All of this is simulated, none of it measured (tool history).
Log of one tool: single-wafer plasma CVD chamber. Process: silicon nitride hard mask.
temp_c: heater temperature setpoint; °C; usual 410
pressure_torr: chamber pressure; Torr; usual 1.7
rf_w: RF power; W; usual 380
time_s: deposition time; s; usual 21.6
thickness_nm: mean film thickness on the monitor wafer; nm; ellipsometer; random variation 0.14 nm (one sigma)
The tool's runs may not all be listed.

run	hour	temp_c	pressure_torr	rf_w	time_s	wafers since the last listed run	hours since the last thermocouple change	hours since the last RF generator calibration	hours since the last manometer calibration	hours since the showerhead was replaced	hours since the gauge calibration	read-back reference wafer on the same gauge, thickness_nm	thickness_nm
1	0	410	1.7	380	21.6	0	1849.4	1014.7	1469	2780.6	411.7	25.703	29.315
2	30.1	410	1.7	410	21.6	988	1879.5	1044.8	1499.1	2810.7	441.8	25.733	30.679
3	55.3	410	1.7	410	21.6	827	1904.7	1070	1524.3	2835.9	467	25.749	30.672
4	79.3	410	1.7	380	21.6	788	1928.7	1094	1548.3	2859.9	491	25.683	28.952
5	113.6	410	1.7	380	21.6	1126	1963	1128.3	1582.6	2894.2	525.3	25.7	28.67
6	143.3	410	1.7	380	21.6	975	1992.7	1158	1612.3	2923.9	555	25.714	28.54
7	165.4	410	1.7	380	21.6	725	2014.8	1180.1	1634.4	2946	577.1	25.719	28.329
8	177.9	410	1.7	380	18.5	410	2027.3	1192.6	1646.9	2958.5	589.6	25.752	24.382
9	199.4	410	1.7	380	24	706	2048.8	1214.1	1668.4	2980	611.1	25.651	31.615
10	213	410	1.7	380	24	446	2062.4	1227.7	1682	2993.6	624.7	25.775	31.592
11	241.5	410	1.7	415	21.6	936	2090.9	1256.2	1710.5	3022.1	653.2	25.716	30.324
12	254.1	410	1.39	380	21.6	413	2103.5	1268.8	1723.1	3034.7	665.8	25.698	26.607
13	272	410	1.39	380	21.6	587	2121.4	1286.7	1741	3052.6	683.7	25.726	26.622
14	290.6	410	1.7	380	21.6	610	2140	1305.3	1759.6	3071.2	702.3	25.703	27.884
15	310.2	410	1.7	380	21.6	643	2159.6	1324.9	1779.2	3090.8	721.9	25.752	28.086
# hour 335.9: thermocouple changed; heater temperature recalibrated
16	336.4	417	1.86	445	18.4	597	0.5	1351.1	1805.4	3117	748.1	25.679	27.568
17	365.3	417	1.33	380	18.4	949	29.4	1380	1834.3	3145.9	777	25.696	22.102
# hour 373.5: RF generator calibrated
# hour 384.2: gauge calibrated
18	400.6	410	1.94	380	18.4	896	64.7	27.1	1869.6	3181.2	16.4	25.687	26.874
19	433.4	400	1.97	355	21.6	1077	97.5	59.9	1902.4	3214	49.2	25.717	30.055
# hour 458.9: capacitance manometer re-zeroed and calibrated
# hour 489.3: showerhead replaced
20	517.2	398	1.93	355	19.9	2227	181.3	143.7	58.3	27.9	133	25.633	27.569
21	531.3	410	1.7	420	18.9	463	195.4	157.8	72.4	42	147.1	25.706	28.626
22	562.4	414	1.55	450	20.5	1021	226.5	188.9	103.5	73.1	178.2	25.727	31.665
23	597.3	410	1.7	380	21.6	1146	261.4	223.8	138.4	108	213.1	25.694	30.563
24	625.2	410	1.7	380	21.6	916	289.3	251.7	166.3	135.9	241	25.641	30.25
25	651.4	410	1.7	380	25.6	860	315.5	277.9	192.5	162.1	267.2	25.738	35.959

Forecast run 26:
26	684.1	423	1.7	420	18.5	1074	348.2	310.6	225.2	194.8	299.9	?	?

Run 26 gave read-back reference wafer on the same gauge, thickness_nm 25.749, thickness_nm 27.678 nm.
Without the tool's hidden state the same run would have given thickness_nm 27.936 nm.
